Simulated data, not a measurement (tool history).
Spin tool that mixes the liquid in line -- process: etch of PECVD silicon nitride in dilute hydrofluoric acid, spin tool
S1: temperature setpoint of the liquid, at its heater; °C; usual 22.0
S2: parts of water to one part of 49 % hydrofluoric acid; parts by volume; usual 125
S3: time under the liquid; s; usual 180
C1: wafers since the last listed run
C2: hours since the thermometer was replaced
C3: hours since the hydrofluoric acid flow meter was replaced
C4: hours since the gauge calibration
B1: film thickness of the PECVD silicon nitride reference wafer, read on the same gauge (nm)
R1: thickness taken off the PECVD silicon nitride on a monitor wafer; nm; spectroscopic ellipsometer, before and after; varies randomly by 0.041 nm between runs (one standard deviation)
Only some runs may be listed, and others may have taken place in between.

| run | day | S1 | S2 | S3 | C1 | C2 | C3 | C4 | B1 | R1 |
|---|---|---|---|---|---|---|---|---|---|---|
| 1 | 0.000 | 20.0 | 125 | 180 | 0 | 613.4 | 524.8 | 602.6 | 140.009 | 3.738 |
| 2 | 4.467 | 20.0 | 125 | 180 | 852 | 720.6 | 632.0 | 709.8 | 140.052 | 3.735 |
|  | 6.483 | hydrofluoric acid flow meter replaced |
| 3 | 7.412 | 22.0 | 125 | 180 | 554 | 791.3 | 22.3 | 780.5 | 140.015 | 4.258 |
| 4 | 10.538 | 22.0 | 90 | 180 | 596 | 866.3 | 97.3 | 855.5 | 140.032 | 5.691 |
| 5 | 12.046 | 22.0 | 90 | 180 | 287 | 902.5 | 133.5 | 891.7 | 139.987 | 5.892 |
| 6 | 13.738 | 22.0 | 95 | 220 | 322 | 943.1 | 174.1 | 932.3 | 140.009 | 6.740 |
| 7 | 16.721 | 22.0 | 125 | 180 | 569 | 1014.7 | 245.7 | 1003.9 | 140.008 | 4.197 |
|  | 19.042 | thermometer replaced |
| 8 | 20.888 | 22.0 | 125 | 180 | 787 | 44.3 | 345.7 | 1103.9 | 139.996 | 4.486 |
| 9 | 30.196 | 27.0 | 160 | 210 | 1775 | 267.7 | 569.1 | 1327.3 | 140.005 | 5.487 |
|  | 40.617 | hydrofluoric acid flow meter replaced |
| 10 | 42.288 | 22.0 | 125 | 115 | 2299 | 557.9 | 40.1 | 1617.5 | 140.022 | 2.767 |
| 11 | 46.067 | 20.0 | 105 | 225 | 721 | 648.6 | 130.8 | 1708.2 | 140.016 | 5.524 |
| 12 | 47.983 | 26.0 | 85 | 90 | 365 | 694.6 | 176.8 | 1754.2 | 139.993 | 4.001 |
| 13 | 49.558 | 22.0 | 125 | 90 | 300 | 732.4 | 214.6 | 1792.0 | 140.007 | 2.133 |
|  | 50.462 | gauge calibrated |
| 14 | 51.517 | 22.0 | 125 | 180 | 373 | 779.4 | 261.6 | 25.3 | 139.990 | 4.255 |
| 15 | 55.075 | 24.0 | 80 | 225 | 678 | 864.8 | 347.0 | 110.7 | 139.982 | 9.413 |
|  | 58.383 | thermometer replaced |
| 16 | 59.038 | 22.0 | 125 | 90 | 748 | 15.7 | 442.1 | 205.8 | 139.979 | 2.242 |
| 17 | 60.988 | 22.0 | 155 | 180 | 372 | 62.5 | 488.9 | 252.6 | 139.988 | 3.529 |
| 18 | 63.162 | 22.0 | 85 | 220 | 414 | 114.7 | 541.1 | 304.8 | 140.033 | 7.866 |
| 19 | 65.321 | 24.5 | 125 | 180 | 411 | 166.5 | 592.9 | 356.6 | 139.995 | 5.274 |
| 20 | 67.258 | 22.0 | 125 | 265 | 369 | 213.0 | 639.4 | 403.1 | 139.965 | 6.408 |
|  | 68.888 | hydrofluoric acid flow meter replaced |
| 21 | 71.471 | 22.0 | 125 | 180 | 795 | 314.1 | 62.0 | 504.2 | 139.995 | 4.316 |
| 22 | 74.721 | 22.0 | 140 | 225 | 620 | 392.1 | 140.0 | 582.2 | 139.993 | 4.834 |
| 23 | 76.654 | 25.0 | 145 | 285 | 368 | 438.5 | 186.4 | 628.6 | 140.026 | 7.211 |
| 24 | 79.142 | 22.0 | 125 | 180 | 474 | 498.2 | 246.1 | 688.3 | 139.952 | 4.274 |
| 25 | 83.483 | 25.5 | 125 | 180 | 828 | 602.4 | 350.3 | 792.5 | 140.003 | 5.341 |
| 26 | 85.354 | 18.0 | 125 | 180 | 356 | 647.3 | 395.2 | 837.4 | 140.001 | 3.199 |
| 27 | 87.800 | 22.0 | 90 | 115 | 466 | 706.0 | 453.9 | 896.1 | 139.994 | 3.727 |
|  | 99.179 | thermometer replaced |
| 28 | 99.883 | 19.0 | 125 | 180 | 2297 | 16.9 | 743.9 | 1186.1 | 140.008 | 3.714 |
| 29 | 102.629 | 27.0 | 65 | 180 | 523 | 82.8 | 809.8 | 1252.0 | 140.015 | 12.105 |
| 30 | 105.729 | 23.5 | 70 | 245 | 591 | 157.2 | 884.2 | 1326.4 | 140.000 | 11.975 |
|  | 106.492 | hydrofluoric acid flow meter replaced |
| 31 | 109.625 | 22.0 | 125 | 225 | 735 | 250.7 | 75.2 | 1419.9 | 140.004 | 5.498 |
| 32 | 112.396 | 25.0 | 75 | 100 | 528 | 317.2 | 141.7 | 1486.4 | 140.010 | 4.981 |

Hidden state at the last listed run before each entry between runs and at the first one after, where it differs:
Run 2 -> run 3: hydrofluoric acid flow meter replaced (day 6.483)
  liquid colder than its thermometer reads (K): 0.83 -> 0.91
  measured value less the no-hidden-state value, R1: -0.216 -> -0.266 nm
Run 7 -> run 8: thermometer replaced (day 19.042)
  liquid colder than its thermometer reads (K): 1.16 -> 0.0845
  measured value less the no-hidden-state value, R1: -0.337 -> -0.024 nm
Run 9 -> run 10: hydrofluoric acid flow meter replaced (day 40.617)
  liquid colder than its thermometer reads (K): 0.336 -> 0.662
  measured value less the no-hidden-state value, R1: -0.119 -> -0.124 nm
Run 13 -> run 14: gauge calibrated (day 50.462)
  liquid colder than its thermometer reads (K): 0.858 -> 0.911
  measured value less the no-hidden-state value, R1: -0.125 -> -0.266 nm
Run 15 -> run 16: thermometer replaced (day 58.383)
  liquid colder than its thermometer reads (K): 1.01 -> 0.231
  measured value less the no-hidden-state value, R1: -0.656 -> -0.034 nm
Run 20 -> run 21: hydrofluoric acid flow meter replaced (day 68.888)
  liquid colder than its thermometer reads (K): 0.452 -> 0.566
  measured value less the no-hidden-state value, R1: -0.195 -> -0.166 nm
Run 27 -> run 28: thermometer replaced (day 99.179)
  liquid colder than its thermometer reads (K): 1.01 -> 0.0366
  measured value less the no-hidden-state value, R1: -0.263 -> -0.010 nm
Run 30 -> run 31: hydrofluoric acid flow meter replaced (day 106.492)
  liquid colder than its thermometer reads (K): 0.194 -> 0.299
  measured value less the no-hidden-state value, R1: -0.154 -> -0.110 nm
